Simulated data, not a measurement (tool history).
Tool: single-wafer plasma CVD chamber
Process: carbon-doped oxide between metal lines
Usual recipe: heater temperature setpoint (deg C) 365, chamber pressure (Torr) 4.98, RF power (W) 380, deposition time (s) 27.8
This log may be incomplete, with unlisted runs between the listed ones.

| run | hour | heater temperature setpoint (deg C) | chamber pressure (Torr) | RF power (W) | deposition time (s) | wafers since the last listed run | hours since the last thermocouple change | hours since the last RF generator calibration | hours since the last manometer calibration | hours since the showerhead was replaced | hours since the gauge calibration | read-back reference wafer on the same gauge, thickness_nm | mean film thickness on the monitor wafer (nm) |
|---|---|---|---|---|---|---|---|---|---|---|---|---|---|
| 1 | 0.0 | 372 | 4.98 | 380 | 27.8 | 0 | 965.2 | 1078.1 | 1250.6 | 5082.9 | 961.8 | 131.085 | 115.035 |
|  | 70.1 | thermocouple changed; heater temperature recalibrated |
| 2 | 88.0 | 365 | 4.98 | 380 | 27.8 | 1778 | 17.9 | 1166.1 | 1338.6 | 5170.9 | 1049.8 | 131.271 | 117.319 |
| 3 | 150.1 | 365 | 4.98 | 380 | 27.8 | 1380 | 80.0 | 1228.2 | 1400.7 | 5233.0 | 1111.9 | 130.916 | 117.520 |
| 4 | 243.8 | 365 | 4.98 | 380 | 27.8 | 2082 | 173.7 | 1321.9 | 1494.4 | 5326.7 | 1205.6 | 130.937 | 117.235 |
| 5 | 301.2 | 365 | 4.98 | 380 | 27.8 | 1275 | 231.1 | 1379.3 | 1551.8 | 5384.1 | 1263.0 | 131.137 | 116.992 |
| 6 | 514.1 | 365 | 4.98 | 380 | 27.8 | 4732 | 444.0 | 1592.2 | 1764.7 | 5597.0 | 1475.9 | 130.888 | 116.335 |
| 7 | 584.0 | 365 | 4.98 | 380 | 27.8 | 1553 | 513.9 | 1662.1 | 1834.6 | 5666.9 | 1545.8 | 131.031 | 116.811 |
| 8 | 625.8 | 371 | 4.98 | 380 | 27.8 | 929 | 555.7 | 1703.9 | 1876.4 | 5708.7 | 1587.6 | 131.258 | 114.821 |
|  | 658.8 | gauge calibrated |
| 9 | 664.1 | 369 | 4.98 | 380 | 24.3 | 851 | 594.0 | 1742.2 | 1914.7 | 5747.0 | 5.3 | 131.198 | 100.975 |
| 10 | 724.8 | 369 | 4.98 | 380 | 24.3 | 1349 | 654.7 | 1802.9 | 1975.4 | 5807.7 | 66.0 | 131.062 | 101.905 |
|  | 892.0 | RF generator calibrated |
| 11 | 905.5 | 365 | 4.98 | 380 | 27.8 | 3838 | 835.4 | 13.5 | 2156.1 | 5988.4 | 246.7 | 130.908 | 112.605 |
| 12 | 948.7 | 365 | 4.98 | 380 | 27.8 | 960 | 878.6 | 56.7 | 2199.3 | 6031.6 | 289.9 | 131.044 | 113.258 |
|  | 1033.2 | capacitance manometer re-zeroed and calibrated |
| 13 | 1035.1 | 365 | 4.98 | 380 | 27.8 | 1742 | 965.0 | 143.1 | 1.9 | 6118.0 | 376.3 | 131.007 | 112.625 |
|  | 1109.6 | thermocouple changed; heater temperature recalibrated |
| 14 | 1110.1 | 365 | 4.18 | 380 | 27.8 | 1489 | 0.5 | 218.1 | 76.9 | 6193.0 | 451.3 | 131.102 | 110.819 |
| 15 | 1171.6 | 353 | 5.50 | 380 | 25.5 | 1366 | 62.0 | 279.6 | 138.4 | 6254.5 | 512.8 | 130.871 | 108.498 |
| 16 | 1268.1 | 365 | 4.98 | 380 | 27.8 | 2144 | 158.5 | 376.1 | 234.9 | 6351.0 | 609.3 | 131.198 | 113.335 |
|  | 1341.3 | showerhead replaced |
| 17 | 1346.8 | 375 | 5.52 | 420 | 29.9 | 1571 | 237.2 | 454.8 | 313.6 | 5.5 | 688.0 | 131.023 | 128.118 |
|  | 1386.3 | RF generator calibrated, repeated, since the last time left the tool worse |
| 18 | 1426.7 | 369 | 4.39 | 315 | 25.3 | 1598 | 317.1 | 40.4 | 393.5 | 85.4 | 767.9 | 130.995 | 94.440 |
| 19 | 1485.8 | 377 | 4.98 | 455 | 27.8 | 1313 | 376.2 | 99.5 | 452.6 | 144.5 | 827.0 | 131.000 | 128.966 |
| 20 | 1551.5 | 350 | 4.98 | 450 | 31.5 | 1460 | 441.9 | 165.2 | 518.3 | 210.2 | 892.7 | 130.730 | 153.947 |
| 21 | 1615.5 | 370 | 6.09 | 380 | 31.5 | 1422 | 505.9 | 229.2 | 582.3 | 274.2 | 956.7 | 131.060 | 135.168 |
| 22 | 1669.6 | 365 | 4.98 | 420 | 27.8 | 1202 | 560.0 | 283.3 | 636.4 | 328.3 | 1010.8 | 131.067 | 125.733 |
| 23 | 1816.7 | 373 | 6.19 | 425 | 27.8 | 3269 | 707.1 | 430.4 | 783.5 | 475.4 | 1157.9 | 130.851 | 128.126 |
| 24 | 1882.6 | 365 | 4.98 | 380 | 24.6 | 1464 | 773.0 | 496.3 | 849.4 | 541.3 | 1223.8 | 131.127 | 105.174 |
| 25 | 1956.5 | 376 | 5.48 | 380 | 32.2 | 1642 | 846.9 | 570.2 | 923.3 | 615.2 | 1297.7 | 131.141 | 134.705 |
| 26 | 2028.6 | 365 | 4.98 | 380 | 27.8 | 1602 | 919.0 | 642.3 | 995.4 | 687.3 | 1369.8 | 130.866 | 117.868 |

Consider 4 possible next runs. They are alternatives, not a sequence: every one starts from the tool as it was left by run 26. What does each give?
| A | 2029.0 | 379 | 4.98 | 380 | 27.8 | 8 | 919.4 | 642.7 | 995.8 | 687.7 | 1370.2 | ? | ? |
| B | 2029.0 | 379 | 4.43 | 380 | 27.8 | 8 | 919.4 | 642.7 | 995.8 | 687.7 | 1370.2 | ? | ? |
| C | 2029.0 | 354 | 4.56 | 380 | 27.8 | 8 | 919.4 | 642.7 | 995.8 | 687.7 | 1370.2 | ? | ? |
| D | 2029.0 | 370 | 4.98 | 380 | 27.8 | 8 | 919.4 | 642.7 | 995.8 | 687.7 | 1370.2 | ? | ? |

| run | read-back reference wafer on the same gauge, thickness_nm | mean film thickness on the monitor wafer (nm) |
|---|---|---|
| A | 130.784 | 114.901 |
| B | 130.784 | 113.408 |
| C | 130.784 | 120.168 |
| D | 130.784 | 116.993 |
What these runs would have given with no unlogged condition in the tool:
| run | mean film thickness on the monitor wafer (nm) |
|---|---|
| A | 115.318 |
| B | 113.820 |
| C | 120.603 |
| D | 117.418 |
